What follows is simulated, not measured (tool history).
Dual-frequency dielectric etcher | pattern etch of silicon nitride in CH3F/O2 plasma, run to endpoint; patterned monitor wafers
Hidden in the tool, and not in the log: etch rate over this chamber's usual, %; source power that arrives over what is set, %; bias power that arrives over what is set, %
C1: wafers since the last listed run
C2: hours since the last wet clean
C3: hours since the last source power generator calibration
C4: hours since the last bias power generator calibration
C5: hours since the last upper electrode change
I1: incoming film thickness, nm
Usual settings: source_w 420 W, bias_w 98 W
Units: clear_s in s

{"run": 1, "day": 0.0, "source_w": 340, "bias_w": 98, "C1": 0, "C2": 245.1, "C3": 2032.3, "C4": 3987.3, "C5": 1694, "I1": 75.1, "clear_s": 78.8}
{"run": 2, "day": 0.817, "source_w": 420, "bias_w": 98, "C1": 126, "C2": 264.7, "C3": 2051.9, "C4": 4006.9, "C5": 1713.6, "I1": 75.6, "clear_s": 73.9}
{"day": 2.504, "done": "wet clean of the chamber"}
{"run": 3, "day": 2.525, "source_w": 420, "bias_w": 98, "C1": 109, "C2": 0.5, "C3": 2092.9, "C4": 4047.9, "C5": 1754.6, "I1": 75.3, "clear_s": 76.4}
{"run": 4, "day": 3.221, "source_w": 420, "bias_w": 98, "C1": 107, "C2": 17.2, "C3": 2109.6, "C4": 4064.6, "C5": 1771.3, "I1": 75.4, "clear_s": 76.7}
{"run": 5, "day": 4.554, "source_w": 420, "bias_w": 98, "C1": 206, "C2": 49.2, "C3": 2141.6, "C4": 4096.6, "C5": 1803.3, "I1": 75.9, "clear_s": 76.7}
{"run": 6, "day": 5.954, "source_w": 420, "bias_w": 98, "C1": 216, "C2": 82.8, "C3": 2175.2, "C4": 4130.2, "C5": 1836.9, "I1": 76.4, "clear_s": 76.8}
{"run": 7, "day": 7.133, "source_w": 350, "bias_w": 98, "C1": 182, "C2": 111.1, "C3": 2203.5, "C4": 4158.5, "C5": 1865.2, "I1": 75.3, "clear_s": 80.4}
{"run": 8, "day": 8.242, "source_w": 350, "bias_w": 98, "C1": 171, "C2": 137.7, "C3": 2230.1, "C4": 4185.1, "C5": 1891.8, "I1": 76.3, "clear_s": 81.1}
{"day": 8.767, "done": "source power generator calibrated"}
{"run": 9, "day": 12.142, "source_w": 350, "bias_w": 98, "C1": 578, "C2": 231.3, "C3": 81, "C4": 4278.7, "C5": 1985.4, "I1": 77, "clear_s": 80.1}
{"run": 10, "day": 12.825, "source_w": 420, "bias_w": 98, "C1": 105, "C2": 247.7, "C3": 97.4, "C4": 4295.1, "C5": 2001.8, "I1": 75.6, "clear_s": 73.9}
{"run": 11, "day": 13.362, "source_w": 420, "bias_w": 98, "C1": 83, "C2": 260.6, "C3": 110.3, "C4": 4308, "C5": 2014.7, "I1": 75, "clear_s": 72.6}
{"run": 12, "day": 15.017, "source_w": 420, "bias_w": 87, "C1": 256, "C2": 300.3, "C3": 150, "C4": 4347.7, "C5": 2054.4, "I1": 76.5, "clear_s": 77.2}
{"day": 16.942, "done": "wet clean of the chamber"}
{"run": 13, "day": 16.962, "source_w": 420, "bias_w": 98, "C1": 146, "C2": 0.5, "C3": 196.7, "C4": 4394.4, "C5": 2101.1, "I1": 74.9, "clear_s": 75.3}
{"run": 14, "day": 16.975, "source_w": 420, "bias_w": 82, "C1": 1, "C2": 0.8, "C3": 197, "C4": 4394.7, "C5": 2101.4, "I1": 75.7, "clear_s": 82.7}
{"run": 15, "day": 17.221, "source_w": 480, "bias_w": 98, "C1": 38, "C2": 6.7, "C3": 202.9, "C4": 4400.6, "C5": 2107.3, "I1": 75.8, "clear_s": 72.2}
{"run": 16, "day": 18.517, "source_w": 420, "bias_w": 85, "C1": 200, "C2": 37.8, "C3": 234, "C4": 4431.7, "C5": 2138.4, "I1": 75.8, "clear_s": 82}
{"run": 17, "day": 19.079, "source_w": 340, "bias_w": 84, "C1": 87, "C2": 51.3, "C3": 247.5, "C4": 4445.2, "C5": 2151.9, "I1": 76, "clear_s": 89.3}
{"day": 21.017, "done": "upper electrode replaced"}
{"run": 18, "day": 22.667, "source_w": 420, "bias_w": 98, "C1": 400, "C2": 137.4, "C3": 333.6, "C4": 4531.3, "C5": 39.6, "I1": 75.4, "clear_s": 74.3}
{"run": 19, "day": 23.2, "source_w": 390, "bias_w": 90, "C1": 82, "C2": 150.2, "C3": 346.4, "C4": 4544.1, "C5": 52.4, "I1": 76, "clear_s": 80.7}
{"run": 20, "day": 24.488, "source_w": 420, "bias_w": 98, "C1": 199, "C2": 181.1, "C3": 377.3, "C4": 4575, "C5": 83.3, "I1": 75.8, "clear_s": 75}
{"run": 21, "day": 25.221, "source_w": 340, "bias_w": 88, "C1": 113, "C2": 198.7, "C3": 394.9, "C4": 4592.6, "C5": 100.9, "I1": 76.8, "clear_s": 85.1}
{"run": 22, "day": 25.821, "source_w": 480, "bias_w": 85, "C1": 92, "C2": 213.1, "C3": 409.3, "C4": 4607, "C5": 115.3, "I1": 75.3, "clear_s": 74.6}
{"day": 26.446, "done": "bias power generator calibrated"}
{"run": 23, "day": 26.904, "source_w": 420, "bias_w": 119, "C1": 142, "C2": 239.1, "C3": 435.3, "C4": 11, "C5": 141.3, "I1": 75.8, "clear_s": 67.1}
{"run": 24, "day": 28.375, "source_w": 480, "bias_w": 118, "C1": 227, "C2": 274.4, "C3": 470.6, "C4": 46.3, "C5": 176.6, "I1": 76.1, "clear_s": 64.6}
{"run": 25, "day": 29.104, "source_w": 420, "bias_w": 98, "C1": 112, "C2": 291.9, "C3": 488.1, "C4": 63.8, "C5": 194.1, "I1": 75.4, "clear_s": 72.8}
{"day": 30.892, "done": "wet clean of the chamber"}
{"run": 26, "day": 30.912, "source_w": 420, "bias_w": 87, "C1": 125, "C2": 0.5, "C3": 531.5, "C4": 107.2, "C5": 237.5, "I1": 75.8, "clear_s": 81.2}
{"run": 27, "day": 33.838, "source_w": 420, "bias_w": 98, "C1": 453, "C2": 70.7, "C3": 601.7, "C4": 177.4, "C5": 307.7, "I1": 75.8, "clear_s": 75.9}
{"run": 28, "day": 34.538, "source_w": 460, "bias_w": 82, "C1": 108, "C2": 87.5, "C3": 618.5, "C4": 194.2, "C5": 324.5, "I1": 75.6, "clear_s": 79.4}
{"run": 29, "day": 35.762, "source_w": 390, "bias_w": 98, "C1": 189, "C2": 116.9, "C3": 647.9, "C4": 223.6, "C5": 353.9, "I1": 75.6, "clear_s": 77.3}
{"run": 30, "day": 36.975, "source_w": 470, "bias_w": 108, "C1": 187, "C2": 146, "C3": 677, "C4": 252.7, "C5": 383, "I1": 76.5, "clear_s": 70}
{"run": 31, "day": 37.608, "source_w": 510, "bias_w": 76, "C1": 98, "C2": 161.2, "C3": 692.2, "C4": 267.9, "C5": 398.2, "I1": 76.3, "clear_s": 79}
{"run": 32, "day": 38.533, "source_w": 420, "bias_w": 98, "C1": 143, "C2": 183.4, "C3": 714.4, "C4": 290.1, "C5": 420.4, "I1": 75.6, "clear_s": 74.9}
{"run": 33, "day": 39.396, "source_w": 330, "bias_w": 75, "C1": 133, "C2": 204.1, "C3": 735.1, "C4": 310.8, "C5": 441.1, "I1": 75.8, "clear_s": 92}
{"run": 34, "day": 40.529, "source_w": 420, "bias_w": 98, "C1": 175, "C2": 231.3, "C3": 762.3, "C4": 338, "C5": 468.3, "I1": 76, "clear_s": 74.3}
{"run": 35, "day": 42.025, "source_w": 420, "bias_w": 116, "C1": 231, "C2": 267.2, "C3": 798.2, "C4": 373.9, "C5": 504.2, "I1": 76.6, "clear_s": 68.9}
{"run": 36, "day": 42.758, "source_w": 350, "bias_w": 76, "C1": 113, "C2": 284.8, "C3": 815.8, "C4": 391.5, "C5": 521.8, "I1": 76.1, "clear_s": 89.2}

What the log doesn't show, run by run:
source power that arrives over what is set, %: 0 in every run
bias power that arrives over what is set, %: 0 in every run
H1: etch rate over this chamber's usual, %
run=1 H1=3.91
run=2 H1=4.21
run=3 H1=0.533
run=4 H1=0.785
run=5 H1=1.27
run=6 H1=1.77
run=7 H1=2.2
run=8 H1=2.6
run=9 H1=4.01
run=10 H1=4.26
run=11 H1=4.45
run=12 H1=5.05
run=13 H1=0.559
run=14 H1=0.564
run=15 H1=0.652
run=16 H1=1.12
run=17 H1=1.32
run=18 H1=2.62
run=19 H1=2.81
run=20 H1=3.28
run=21 H1=3.54
run=22 H1=3.76
run=23 H1=4.15
run=24 H1=4.68
run=25 H1=4.95
run=26 H1=-0.14
run=27 H1=0.917
run=28 H1=1.17
run=29 H1=1.61
run=30 H1=2.05
run=31 H1=2.28
run=32 H1=2.61
run=33 H1=2.93
run=34 H1=3.34
run=35 H1=3.88
run=36 H1=4.14
